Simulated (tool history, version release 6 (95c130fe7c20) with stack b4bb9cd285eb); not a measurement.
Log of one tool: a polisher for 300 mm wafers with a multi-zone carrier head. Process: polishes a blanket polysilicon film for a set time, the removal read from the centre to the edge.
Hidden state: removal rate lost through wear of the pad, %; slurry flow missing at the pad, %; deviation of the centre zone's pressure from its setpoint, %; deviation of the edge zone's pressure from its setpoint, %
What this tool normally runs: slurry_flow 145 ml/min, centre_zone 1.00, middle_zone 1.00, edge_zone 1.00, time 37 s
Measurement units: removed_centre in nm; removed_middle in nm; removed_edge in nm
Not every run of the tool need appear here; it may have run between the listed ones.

run,hour,slurry_flow,centre_zone,middle_zone,edge_zone,time,wafers since the last listed run,wafers polished on this pad,hours since the slurry nozzle was cleaned,hours since the centre zone pressure was calibrated,hours since the edge zone pressure was calibrated,hours since the carrier head's membrane was replaced,"incoming thickness of the incoming film, nm",removed_centre,removed_middle,removed_edge
1,0.0,170,1.00,1.00,1.00,37,0,1001,275.8,1174.2,399.9,1178.5,1352.5,229.9,237.9,239.2
# hour 2.5: worn pad replaced by a new one
2,8.5,145,1.00,1.00,1.00,37,67,67,284.3,1182.7,408.4,1187.0,1362.3,253.2,264.9,265.2
3,25.2,145,1.00,1.00,1.00,37,187,254,301.0,1199.4,425.1,1203.7,1344.5,246.2,252.4,256.6
4,34.0,145,1.09,1.00,1.00,37,98,353,309.8,1208.2,433.9,1212.5,1383.2,265.1,245.1,255.7
5,46.9,145,1.09,1.00,1.00,37,144,497,322.7,1221.1,446.8,1225.4,1338.9,255.7,230.7,247.8
6,53.0,145,1.09,1.00,1.00,37,68,566,328.8,1227.2,452.9,1231.5,1372.4,252.0,238.4,244.3
7,66.9,115,1.00,1.00,1.00,37,155,722,342.7,1241.1,466.8,1245.4,1362.9,209.8,210.1,227.8
8,74.5,145,1.00,1.00,1.00,37,85,807,350.3,1248.7,474.4,1253.0,1378.9,216.5,229.0,237.6
# hour 79.3: worn pad replaced by a new one
# hour 85.6: carrier head's membrane replaced by a new one
9,88.3,145,1.00,1.00,1.00,37,53,44,364.1,1262.5,488.2,2.7,1350.1,249.3,245.0,257.1
10,96.7,145,1.00,1.00,1.00,37,94,139,372.5,1270.9,496.6,11.1,1384.9,240.2,247.0,260.4
# hour 105.4: edge zone pressure recalibrated
11,105.9,190,0.94,0.93,1.06,37,80,219,381.7,1280.1,0.5,20.3,1365.5,244.7,244.4,268.3
12,112.2,145,1.04,1.00,1.00,41,70,290,388.0,1286.4,6.8,26.6,1356.7,272.0,270.5,277.2
13,127.6,145,1.00,1.00,1.00,37,172,462,403.4,1301.8,22.2,42.0,1333.7,219.2,230.7,237.2
14,138.3,145,1.04,1.12,1.00,37,119,582,414.1,1312.5,32.9,52.7,1373.0,224.9,252.5,233.4
# hour 143.7: slurry nozzle cleaned
# hour 151.0: worn pad replaced by a new one
15,152.0,145,1.00,1.00,1.00,37,97,11,8.3,1326.2,46.6,66.4,1384.8,276.8,281.3,283.3
16,167.4,145,1.00,1.00,1.00,37,172,184,23.7,1341.6,62.0,81.8,1339.1,271.3,270.6,279.1
# hour 176.7: centre zone pressure recalibrated
17,177.4,145,1.11,1.00,0.91,37,89,273,33.7,0.7,72.0,91.8,1356.6,292.5,273.1,265.2
18,183.7,145,1.00,1.00,1.07,32,70,344,40.0,7.0,78.3,98.1,1352.5,228.7,225.1,237.6
19,220.6,145,1.00,1.00,1.08,37,413,757,76.9,43.9,115.2,135.0,1362.7,245.8,250.4,259.5
20,230.1,195,1.00,0.91,0.91,43,106,864,86.4,53.4,124.7,144.5,1356.8,295.9,276.0,293.5
# hour 243.4: worn pad replaced by a new one
21,246.9,145,1.00,1.00,1.00,37,143,39,103.2,70.2,141.5,161.3,1366.4,272.3,276.8,284.9

Forecast each of these 5 alternatives for the next run:
A,247.3,145,1.00,1.00,1.00,37,4,43,103.6,70.6,141.9,161.7,1370.5,?,?,?
B,247.3,175,1.00,1.00,1.00,41,4,43,103.6,70.6,141.9,161.7,1370.5,?,?,?
C,247.3,145,1.11,1.03,1.00,37,4,43,103.6,70.6,141.9,161.7,1370.5,?,?,?
D,247.3,145,1.00,1.00,1.00,33,4,43,103.6,70.6,141.9,161.7,1370.5,?,?,?
E,247.3,145,0.89,1.00,1.00,37,4,43,103.6,70.6,141.9,161.7,1370.5,?,?,?

run,removed_centre,removed_middle,removed_edge
A,275.9,268.2,279.0
B,319.5,309.0,317.8
C,306.6,274.9,278.9
D,246.1,239.2,248.9
E,245.4,268.4,279.0
Had the tool no hidden state, the same runs would have come out as:
run,removed_centre,removed_middle,removed_edge
A,288.1,278.9,287.4
B,331.6,319.5,326.3
C,320.1,285.8,287.3
D,257.0,248.7,256.3
E,256.2,279.0,287.4

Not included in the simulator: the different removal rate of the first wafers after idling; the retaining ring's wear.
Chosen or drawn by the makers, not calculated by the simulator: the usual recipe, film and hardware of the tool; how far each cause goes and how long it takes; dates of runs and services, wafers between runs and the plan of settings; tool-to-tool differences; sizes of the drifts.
